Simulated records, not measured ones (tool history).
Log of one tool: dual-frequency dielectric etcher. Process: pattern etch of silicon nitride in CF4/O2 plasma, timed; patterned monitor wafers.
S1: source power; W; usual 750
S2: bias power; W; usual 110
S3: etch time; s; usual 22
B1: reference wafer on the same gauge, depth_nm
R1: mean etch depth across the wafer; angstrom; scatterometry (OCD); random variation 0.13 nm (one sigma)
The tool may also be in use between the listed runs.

Run 1, hour 0: usual settings but S1 830 W; B1 43. Result: R1 631 angstrom.
Run 2, hour 16.1: usual settings but S1 680 W; B1 43. Result: R1 511 angstrom.
Run 3, hour 33.5: usual settings; B1 43. Result: R1 569 angstrom.
Run 4, hour 57.1: usual settings; B1 43. Result: R1 567 angstrom.
Run 5, hour 92.6: usual settings; B1 43. Result: R1 568 angstrom.
Run 6, hour 123.2: usual settings but S1 650 W; B1 43. Result: R1 489 angstrom.
Run 7, hour 156.8: usual settings but S1 650 W; B1 43. Result: R1 490 angstrom.
Run 8, hour 175.8: usual settings; B1 43. Result: R1 571 angstrom.
Run 9, hour 204.2: usual settings but S1 830 W, S3 25 s; B1 43. Result: R1 720 angstrom.
Run 10, hour 223.2: usual settings but S1 830 W, S3 25 s; B1 43. Result: R1 721 angstrom.
Run 11, hour 257.2: usual settings but S2 93 W; B1 43. Result: R1 533 angstrom.
Run 12, hour 279.3: usual settings; B1 43. Result: R1 569 angstrom.
Run 13, hour 329.6: usual settings; B1 43. Result: R1 572 angstrom.
Run 14, hour 341.7: usual settings; B1 43. Result: R1 572 angstrom.
Run 15, hour 370.4: usual settings but S2 99 W, S3 25.5 s; B1 43.1. Result: R1 636 angstrom.
Run 16, hour 386.2: usual settings; B1 43. Result: R1 571 angstrom.
Run 17, hour 398.9: usual settings but S1 820 W, S2 120 W, S3 27 s; B1 43. Result: R1 798 angstrom.
Run 18, hour 426.3: usual settings but S1 930 W, S2 96 W, S3 18 s; B1 43. Result: R1 557 angstrom.
Run 19, hour 521.1: usual settings but S3 20 s; B1 43. Result: R1 487 angstrom.
Run 20, hour 550.5: usual settings but S1 600 W, S2 118 W, S3 26.5 s; B1 43. Result: R1 523 angstrom.
Run 21, hour 579.2: usual settings but S2 122 W, S3 17 s; B1 43. Result: R1 433 angstrom.
Run 22, hour 609.2: usual settings but S3 18.5 s; B1 43. Result: R1 453 angstrom.
Run 23, hour 638: usual settings; B1 43. Result: R1 538 angstrom.

Not shown: 5 entries that the log had between the listed runs. Between which runs, and how does the tool's hidden state differ before and after?
Between runs 8 and 9: bias power generator calibrated (hour 196.4)
  source power that arrives over what is set, %: 5.89 -> 5.92
  measured less the result without the state, R1: +33 -> +43 angstrom
Between runs 12 and 13: gauge calibrated (hour 287.2); wet clean of the chamber (hour 329.1)
  source power that arrives over what is set, %: 6.02 -> 6.09
  measured less the result without the state, R1: +34 -> +35 angstrom
Between runs 18 and 19: source power generator calibrated (hour 490); upper electrode replaced (hour 500.8)
  source power that arrives over what is set, %: 6.22 -> 0.35
  measured less the result without the state, R1: +35 -> +1 angstrom
